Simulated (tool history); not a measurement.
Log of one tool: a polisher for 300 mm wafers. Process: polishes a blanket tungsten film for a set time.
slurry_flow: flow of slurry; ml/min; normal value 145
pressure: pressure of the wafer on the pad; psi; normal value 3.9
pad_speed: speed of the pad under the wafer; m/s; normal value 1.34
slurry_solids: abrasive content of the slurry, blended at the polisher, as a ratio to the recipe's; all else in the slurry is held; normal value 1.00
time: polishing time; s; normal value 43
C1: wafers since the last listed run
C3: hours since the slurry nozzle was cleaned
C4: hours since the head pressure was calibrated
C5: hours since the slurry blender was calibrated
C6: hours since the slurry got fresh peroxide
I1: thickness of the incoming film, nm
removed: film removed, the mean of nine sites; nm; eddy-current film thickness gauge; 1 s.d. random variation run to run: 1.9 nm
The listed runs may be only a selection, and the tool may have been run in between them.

Run 1, hour 0.0: usual settings but time 36 s; C1 0; wafers polished on this pad 957; C3 143.2; C4 1036.7; C5 194.7; C6 33.5; I1 800.3. Result: removed 232.9 nm.
At hour 11.7: worn pad replaced by a new one.
Run 2, hour 27.6: usual settings but slurry_solids 1.25; C1 328; wafers polished on this pad 221; C3 170.8; C4 1064.3; C5 222.3; C6 61.1; I1 808.3. Result: removed 309.4 nm.
Run 3, hour 44.7: usual settings but pressure 3.5 psi; C1 238; wafers polished on this pad 460; C3 187.9; C4 1081.4; C5 239.4; C6 78.2; I1 794.4. Result: removed 258.9 nm.
At hour 70.7: slurry tank refilled with fresh slurry and peroxide.
Run 4, hour 78.7: usual settings but pressure 3.5 psi; C1 459; wafers polished on this pad 919; C3 221.9; C4 1115.4; C5 273.4; C6 8.0; I1 789.8. Result: removed 253.3 nm.
At hour 101.8: worn pad replaced by a new one.
Run 5, hour 102.3: usual settings; C1 273; wafers polished on this pad 6; C3 245.5; C4 1139.0; C5 297.0; C6 31.6; I1 786.2. Result: removed 291.4 nm.
Run 6, hour 167.1: usual settings; C1 902; wafers polished on this pad 909; C3 310.3; C4 1203.8; C5 361.8; C6 96.4; I1 800.4. Result: removed 280.4 nm.
At hour 174.5: slurry tank refilled with fresh slurry and peroxide.
At hour 193.3: worn pad replaced by a new one.
Run 7, hour 196.7: usual settings but time 52 s; C1 342; wafers polished on this pad 46; C3 339.9; C4 1233.4; C5 391.4; C6 22.2; I1 785.5. Result: removed 352.5 nm.
Run 8, hour 214.7: usual settings but time 52 s; C1 250; wafers polished on this pad 297; C3 357.9; C4 1251.4; C5 409.4; C6 40.2; I1 802.7. Result: removed 353.7 nm.
At hour 224.3: slurry nozzle cleaned.
Run 9, hour 241.2: usual settings but slurry_flow 120 ml/min, time 32 s; C1 355; wafers polished on this pad 652; C3 16.9; C4 1277.9; C5 435.9; C6 66.7; I1 792.8. Result: removed 203.3 nm.
At hour 248.4: slurry blender recalibrated.
Run 10, hour 254.0: usual settings but slurry_flow 120 ml/min, time 32 s; C1 150; wafers polished on this pad 803; C3 29.7; C4 1290.7; C5 5.6; C6 79.5; I1 794.2. Result: removed 203.5 nm.
At hour 271.5: worn pad replaced by a new one.
At hour 272.2: slurry tank refilled with fresh slurry and peroxide.
Run 11, hour 272.7: usual settings but slurry_solids 1.25; C1 195; wafers polished on this pad 7; C3 48.4; C4 1309.4; C5 24.3; C6 0.5; I1 804.3. Result: removed 308.8 nm.
Run 12, hour 285.4: usual settings but slurry_flow 125 ml/min, pressure 3.5 psi, pad_speed 1.06 m/s, time 32 s; C1 176; wafers polished on this pad 184; C3 61.1; C4 1322.1; C5 37.0; C6 13.2; I1 788.1. Result: removed 148.6 nm.
Run 13, hour 304.4: usual settings but pressure 3.5 psi; C1 264; wafers polished on this pad 449; C3 80.1; C4 1341.1; C5 56.0; C6 32.2; I1 805.6. Result: removed 256.4 nm.
At hour 316.9: head pressure recalibrated.
Run 14, hour 324.3: usual settings but pressure 2.7 psi, pad_speed 1.06 m/s, slurry_solids 0.80, time 47 s; C1 249; wafers polished on this pad 698; C3 100.0; C4 7.4; C5 75.9; C6 52.1; I1 799.2. Result: removed 158.8 nm.
Run 15, hour 340.3: usual settings but slurry_flow 185 ml/min, pressure 5.1 psi, pad_speed 1.74 m/s; C1 222; wafers polished on this pad 921; C3 116.0; C4 23.4; C5 91.9; C6 68.1; I1 800.4. Result: removed 495.7 nm.
At hour 365.2: worn pad replaced by a new one.
Run 16, hour 368.7: usual settings but pressure 4.4 psi, pad_speed 1.60 m/s, slurry_solids 1.10, time 57 s; C1 339; wafers polished on this pad 49; C3 144.4; C4 51.8; C5 120.3; C6 96.5; I1 806.6. Result: removed 537.7 nm.
At hour 370.2: slurry tank refilled with fresh slurry and peroxide.
Run 17, hour 385.8: usual settings but pressure 3.2 psi, time 31 s; C1 224; wafers polished on this pad 273; C3 161.5; C4 68.9; C5 137.4; C6 15.6; I1 797.5. Result: removed 172.9 nm.
Run 18, hour 407.0: usual settings but pressure 3.3 psi, pad_speed 1.72 m/s; C1 295; wafers polished on this pad 568; C3 182.7; C4 90.1; C5 158.6; C6 36.8; I1 805.2. Result: removed 310.9 nm.
At hour 443.6: worn pad replaced by a new one.
Run 19, hour 444.1: usual settings but pad_speed 1.04 m/s, slurry_solids 0.85; C1 461; wafers polished on this pad 6; C3 219.8; C4 127.2; C5 195.7; C6 73.9; I1 813.0. Result: removed 215.5 nm.
At hour 459.1: slurry tank refilled with fresh slurry and peroxide.
Run 20, hour 459.6: usual settings but pad_speed 1.56 m/s; C1 201; wafers polished on this pad 208; C3 235.3; C4 142.7; C5 211.2; C6 0.5; I1 796.3. Result: removed 339.1 nm.

Predict each of these 3 candidate next runs independently; none follows another, all start after run 20:
Run A, hour 460.0: usual settings; C1 5; wafers polished on this pad 213; C3 235.7; C4 143.1; C5 211.6; C6 0.9; I1 791.6. Result: removed ?.
Run B, hour 460.0: usual settings but pressure 3.0 psi, pad_speed 1.52 m/s, slurry_solids 0.85; C1 5; wafers polished on this pad 213; C3 235.7; C4 143.1; C5 211.6; C6 0.9; I1 791.6. Result: removed ?.
Run C, hour 460.0: usual settings but slurry_flow 160 ml/min, pressure 3.3 psi, slurry_solids 0.90; C1 5; wafers polished on this pad 213; C3 235.7; C4 143.1; C5 211.6; C6 0.9; I1 791.6. Result: removed ?.

run  removed
  A    294.6
  B    246.3
  C    246.7
Without the tool's hidden state the same runs would have given:
run  removed
  A    295.3
  B    246.9
  C    247.3

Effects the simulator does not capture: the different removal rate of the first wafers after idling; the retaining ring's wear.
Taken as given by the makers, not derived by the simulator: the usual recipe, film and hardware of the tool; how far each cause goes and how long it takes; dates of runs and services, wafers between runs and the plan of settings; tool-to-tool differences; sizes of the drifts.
